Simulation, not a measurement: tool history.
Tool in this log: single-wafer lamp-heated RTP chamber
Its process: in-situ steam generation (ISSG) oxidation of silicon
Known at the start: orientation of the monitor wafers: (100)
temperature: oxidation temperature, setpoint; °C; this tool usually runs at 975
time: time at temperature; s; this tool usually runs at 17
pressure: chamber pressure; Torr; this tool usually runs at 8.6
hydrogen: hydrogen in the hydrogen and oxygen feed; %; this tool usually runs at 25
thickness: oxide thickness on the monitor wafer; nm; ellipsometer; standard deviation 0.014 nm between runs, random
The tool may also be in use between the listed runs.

run   hour  temperature  time  pressure  hydrogen  read-back reference wafer on the same gauge, thickness  thickness
  1    0.0          975    12       8.6        25                                                   4.062      4.415
  2    8.3          975    12       8.6        25                                                   4.062      4.430
  3   14.8          975    19       8.6        25                                                   4.060      5.361
  4   24.6          975    19       8.6        25                                                   4.059      5.367
  5   33.0          975    17       8.6        25                                                   4.059      5.160
  6   50.8          975    17       8.6        25                                                   4.060      5.130
  7  101.1          980    17       8.6        25                                                   4.059      5.235
  8  114.9          975    17       8.6        23                                                   4.062      5.027
  9  121.4          975    17       8.6        23                                                   4.059      5.040
 10  137.6          975    17       8.6        23                                                   4.059      5.038
 11  152.3          975    17       8.6        25                                                   4.060      5.147
     170.7  -- pyrometer window cleaned and pyrometer calibrated
 12  171.2          975    17       8.6        25                                                   4.059      4.915
 13  173.4          975    17       9.5        25                                                   4.059      4.867
     197.4  -- gauge calibrated
 14  212.6          975    22       8.6        25                                                   4.059      5.563
 15  230.8          964    13       9.2        31                                                   4.060      4.539
     239.2  -- hydrogen flow controller replaced
 16  247.5          975    17       8.6        25                                                   4.061      4.983
 17  253.7          975    17       8.6        25                                                   4.059      5.004
 18  267.1          967    17       8.6        25                                                   4.063      4.864
 19  280.0          975    17       8.6        25                                                   4.056      5.000
 20  296.5          975    17       7.5        25                                                   4.061      5.069
     304.9  -- pressure gauge zeroed
 21  348.6          975    17       9.2        25                                                   4.062      5.013
 22  360.0          975    19       7.5        31                                                   4.060      5.650
 23  373.2          975    17       8.6        19                                                   4.060      4.726
 24  388.8          992    17       9.5        17                                                   4.060      4.891

Branching from run 24: 3 alternative next runs. What would each branch give?
  A  389.2          961    17       8.6        25                                                       ?          ?
  B  389.2          975    17       9.2        28                                                       ?          ?
  C  389.2          991    11       7.9        15                                                       ?          ?

run  read-back reference wafer on the same gauge, thickness  thickness
  A                                                   4.061      4.801
  B                                                   4.061      5.126
  C                                                   4.061      3.908
The same runs, with their run-to-run variation unchanged, on a tool lacking any hidden condition would have given:
run  thickness
  A      4.686
  B      4.991
  C      3.811
